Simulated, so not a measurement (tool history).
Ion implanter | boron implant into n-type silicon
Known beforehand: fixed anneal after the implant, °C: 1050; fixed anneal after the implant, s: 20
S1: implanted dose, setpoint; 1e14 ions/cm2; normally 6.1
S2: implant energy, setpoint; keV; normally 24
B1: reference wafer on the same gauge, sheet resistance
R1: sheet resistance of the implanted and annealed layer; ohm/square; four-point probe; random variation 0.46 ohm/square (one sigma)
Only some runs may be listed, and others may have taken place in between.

{"run": 1, "hour": 0.0, "S1": 6.1, "S2": 24, "B1": 171.88, "R1": 174.72}
{"run": 2, "hour": 90.0, "S1": 6.1, "S2": 24, "B1": 172.01, "R1": 174.18}
{"run": 3, "hour": 184.3, "S1": 6.1, "S2": 27.5, "B1": 172.08, "R1": 171.84}
{"run": 4, "hour": 197.8, "S1": 6.1, "S2": 27.5, "B1": 172.03, "R1": 171.96}
{"run": 5, "hour": 220.5, "S1": 6.78, "S2": 18.5, "B1": 172, "R1": 164.15}
{"run": 6, "hour": 255.4, "S1": 6.78, "S2": 18.5, "B1": 172, "R1": 165.39}
{"run": 7, "hour": 289.1, "S1": 6.1, "S2": 24, "B1": 172.07, "R1": 174.73}
{"run": 8, "hour": 318.3, "S1": 6.1, "S2": 24, "B1": 171.91, "R1": 174.74}
{"hour": 355.7, "done": "extraction supply calibrated"}
{"run": 9, "hour": 356.2, "S1": 6.1, "S2": 24, "B1": 172.1, "R1": 174.7}
{"run": 10, "hour": 375.3, "S1": 7.43, "S2": 24, "B1": 172.04, "R1": 147.73}
{"hour": 400.2, "done": "gauge calibrated"}
{"hour": 411.0, "done": "Faraday cup replaced and dose calibrated"}
{"run": 11, "hour": 411.5, "S1": 6.1, "S2": 24, "B1": 172.03, "R1": 167.9}
{"run": 12, "hour": 430.7, "S1": 6.1, "S2": 24, "B1": 172.01, "R1": 168.49}
{"run": 13, "hour": 448.5, "S1": 6.1, "S2": 24, "B1": 171.87, "R1": 168.2}
{"run": 14, "hour": 461.8, "S1": 6.1, "S2": 24, "B1": 172.14, "R1": 168.04}
{"run": 15, "hour": 475.4, "S1": 4.6, "S2": 21.5, "B1": 172, "R1": 215}
{"run": 16, "hour": 496.2, "S1": 6.1, "S2": 24, "B1": 171.88, "R1": 168.46}
{"run": 17, "hour": 535.9, "S1": 6.92, "S2": 24, "B1": 172.1, "R1": 152.52}
{"run": 18, "hour": 548.6, "S1": 6.1, "S2": 24, "B1": 172.01, "R1": 170.32}
{"run": 19, "hour": 567.0, "S1": 6.1, "S2": 24, "B1": 172.03, "R1": 169.82}
{"run": 20, "hour": 589.4, "S1": 6.1, "S2": 24, "B1": 172.04, "R1": 170.46}
{"run": 21, "hour": 612.8, "S1": 4.93, "S2": 20.5, "B1": 171.99, "R1": 206.16}
{"run": 22, "hour": 641.2, "S1": 6.1, "S2": 16.5, "B1": 171.97, "R1": 177.83}
{"run": 23, "hour": 657.5, "S1": 7.72, "S2": 20.5, "B1": 171.96, "R1": 141.35}
{"run": 24, "hour": 672.4, "S1": 6.1, "S2": 24, "B1": 172.06, "R1": 170.28}
{"run": 25, "hour": 696.0, "S1": 4.42, "S2": 28.5, "B1": 172.04, "R1": 219.21}
{"run": 26, "hour": 716.6, "S1": 6.1, "S2": 27.5, "B1": 172.1, "R1": 168.1}
{"run": 27, "hour": 752.6, "S1": 5.04, "S2": 24, "B1": 172.04, "R1": 200.73}
{"run": 28, "hour": 777.9, "S1": 7.39, "S2": 28.5, "B1": 171.92, "R1": 143.19}

3 options for the next run, each taken on its own from the tool as it stands now. Forecast them:
{"run": "A", "hour": 778.3, "S1": 6.1, "S2": 20, "B1": "?", "R1": "?"}
{"run": "B", "hour": 778.3, "S1": 6.1, "S2": 17.5, "B1": "?", "R1": "?"}
{"run": "C", "hour": 778.3, "S1": 4.66, "S2": 18, "B1": "?", "R1": "?"}

run=A B1=171.95 R1=174.32
run=B B1=171.95 R1=176.82
run=C B1=171.95 R1=220.79
Without the tool's unlogged condition, the same runs would have read:
run=A R1=169.75
run=B R1=172.15
run=C R1=215.15

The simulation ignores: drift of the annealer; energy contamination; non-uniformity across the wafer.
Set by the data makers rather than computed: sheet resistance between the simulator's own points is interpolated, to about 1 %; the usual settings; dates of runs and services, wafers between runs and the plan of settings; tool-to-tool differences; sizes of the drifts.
